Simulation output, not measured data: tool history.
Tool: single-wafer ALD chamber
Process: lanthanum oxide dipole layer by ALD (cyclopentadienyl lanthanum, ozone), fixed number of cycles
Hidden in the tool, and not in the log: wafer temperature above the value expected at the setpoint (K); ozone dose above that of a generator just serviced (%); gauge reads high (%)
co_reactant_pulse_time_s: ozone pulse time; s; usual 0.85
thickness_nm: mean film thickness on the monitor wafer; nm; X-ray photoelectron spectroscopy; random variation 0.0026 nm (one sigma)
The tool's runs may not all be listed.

| run | hour | co_reactant_pulse_time_s | wafers since the last listed run | hours since the last thermocouple change | hours since the last ozone generator service | hours since the showerhead was replaced | hours since the gauge calibration | read-back reference wafer on the same gauge, thickness_nm | thickness_nm |
|---|---|---|---|---|---|---|---|---|---|
| 1 | 0 | 0.72 | 0 | 1486.2 | 537 | 5415.3 | 461.3 | 0.371 | 0.396 |
| 2 | 12.6 | 0.85 | 168 | 1498.8 | 549.6 | 5427.9 | 473.9 | 0.371 | 0.447 |
| 3 | 27.1 | 0.85 | 193 | 1513.3 | 564.1 | 5442.4 | 488.4 | 0.371 | 0.45 |
| 4 | 66.9 | 0.85 | 531 | 1553.1 | 603.9 | 5482.2 | 528.2 | 0.371 | 0.445 |
| 5 | 101.8 | 0.85 | 466 | 1588 | 638.8 | 5517.1 | 563.1 | 0.371 | 0.45 |
| 6 | 126.5 | 0.85 | 330 | 1612.7 | 663.5 | 5541.8 | 587.8 | 0.371 | 0.449 |
| 7 | 139.5 | 0.85 | 173 | 1625.7 | 676.5 | 5554.8 | 600.8 | 0.371 | 0.449 |
| 8 | 155.6 | 0.63 | 215 | 1641.8 | 692.6 | 5570.9 | 616.9 | 0.37 | 0.339 |
| 9 | 169 | 0.63 | 179 | 1655.2 | 706 | 5584.3 | 630.3 | 0.371 | 0.336 |
| 10 | 185.8 | 0.63 | 224 | 1672 | 722.8 | 5601.1 | 647.1 | 0.371 | 0.337 |
|  | 207.6 | ozone generator serviced |
| 11 | 208.8 | 0.85 | 200 | 1695 | 1.2 | 5624.1 | 670.1 | 0.371 | 0.464 |
| 12 | 240 | 0.85 | 416 | 1726.2 | 32.4 | 5655.3 | 701.3 | 0.371 | 0.46 |
|  | 257.6 | thermocouple changed; heater temperature recalibrated |
|  | 257.6 | showerhead replaced |
| 13 | 275 | 1.1 | 360 | 17.4 | 67.4 | 17.4 | 736.3 | 0.371 | 0.514 |
| 14 | 306.3 | 1.07 | 418 | 48.7 | 98.7 | 48.7 | 767.6 | 0.37 | 0.509 |
| 15 | 336.3 | 0.54 | 400 | 78.7 | 128.7 | 78.7 | 797.6 | 0.371 | 0.275 |
| 16 | 353.2 | 1.09 | 225 | 95.6 | 145.6 | 95.6 | 814.5 | 0.371 | 0.512 |
| 17 | 416.6 | 0.56 | 847 | 159 | 209 | 159 | 877.9 | 0.371 | 0.294 |
| 18 | 438.7 | 0.69 | 295 | 181.1 | 231.1 | 181.1 | 900 | 0.371 | 0.381 |
| 19 | 501.8 | 0.85 | 843 | 244.2 | 294.2 | 244.2 | 963.1 | 0.371 | 0.445 |
| 20 | 527.4 | 0.6 | 342 | 269.8 | 319.8 | 269.8 | 988.7 | 0.371 | 0.316 |
| 21 | 553.3 | 1.05 | 346 | 295.7 | 345.7 | 295.7 | 1014.6 | 0.371 | 0.502 |
| 22 | 575.6 | 0.85 | 297 | 318 | 368 | 318 | 1036.9 | 0.371 | 0.45 |
| 23 | 600.8 | 0.57 | 336 | 343.2 | 393.2 | 343.2 | 1062.1 | 0.371 | 0.296 |
|  | 619.3 | gauge calibrated |
| 24 | 630.1 | 1.01 | 391 | 372.5 | 422.5 | 372.5 | 10.8 | 0.372 | 0.49 |
| 25 | 654.6 | 1.13 | 327 | 397 | 447 | 397 | 35.3 | 0.371 | 0.521 |
| 26 | 668.9 | 0.85 | 191 | 411.3 | 461.3 | 411.3 | 49.6 | 0.371 | 0.449 |
| 27 | 695.3 | 0.85 | 352 | 437.7 | 487.7 | 437.7 | 76 | 0.371 | 0.448 |
| 28 | 734.1 | 0.85 | 518 | 476.5 | 526.5 | 476.5 | 114.8 | 0.371 | 0.448 |
| 29 | 750.1 | 0.98 | 213 | 492.5 | 542.5 | 492.5 | 130.8 | 0.371 | 0.49 |
| 30 | 771.5 | 0.51 | 285 | 513.9 | 563.9 | 513.9 | 152.2 | 0.371 | 0.238 |
| 31 | 798.4 | 1.17 | 359 | 540.8 | 590.8 | 540.8 | 179.1 | 0.371 | 0.515 |
| 32 | 817.7 | 1.14 | 257 | 560.1 | 610.1 | 560.1 | 198.4 | 0.371 | 0.516 |
| 33 | 852.5 | 1.02 | 464 | 594.9 | 644.9 | 594.9 | 233.2 | 0.371 | 0.492 |
| 34 | 873.5 | 0.85 | 280 | 615.9 | 665.9 | 615.9 | 254.2 | 0.371 | 0.448 |

What the log doesn't show, run by run:
wafer temperature above the value expected at the setpoint (K): 0 in every run
gauge reads high (%): 0 in every run
H1: ozone dose above that of a generator just serviced (%)
| run | H1 |
|---|---|
| 1 | -3.81 |
| 2 | -3.83 |
| 3 | -3.85 |
| 4 | -3.91 |
| 5 | -3.95 |
| 6 | -3.98 |
| 7 | -3.99 |
| 8 | -4 |
| 9 | -4.02 |
| 10 | -4.03 |
| 11 | -0.385 |
| 12 | -0.89 |
| 13 | -1.38 |
| 14 | -1.76 |
| 15 | -2.08 |
| 16 | -2.24 |
| 17 | -2.76 |
| 18 | -2.91 |
| 19 | -3.26 |
| 20 | -3.38 |
| 21 | -3.49 |
| 22 | -3.57 |
| 23 | -3.66 |
| 24 | -3.74 |
| 25 | -3.81 |
| 26 | -3.84 |
| 27 | -3.9 |
| 28 | -3.98 |
| 29 | -4.01 |
| 30 | -4.04 |
| 31 | -4.08 |
| 32 | -4.1 |
| 33 | -4.14 |
| 34 | -4.17 |
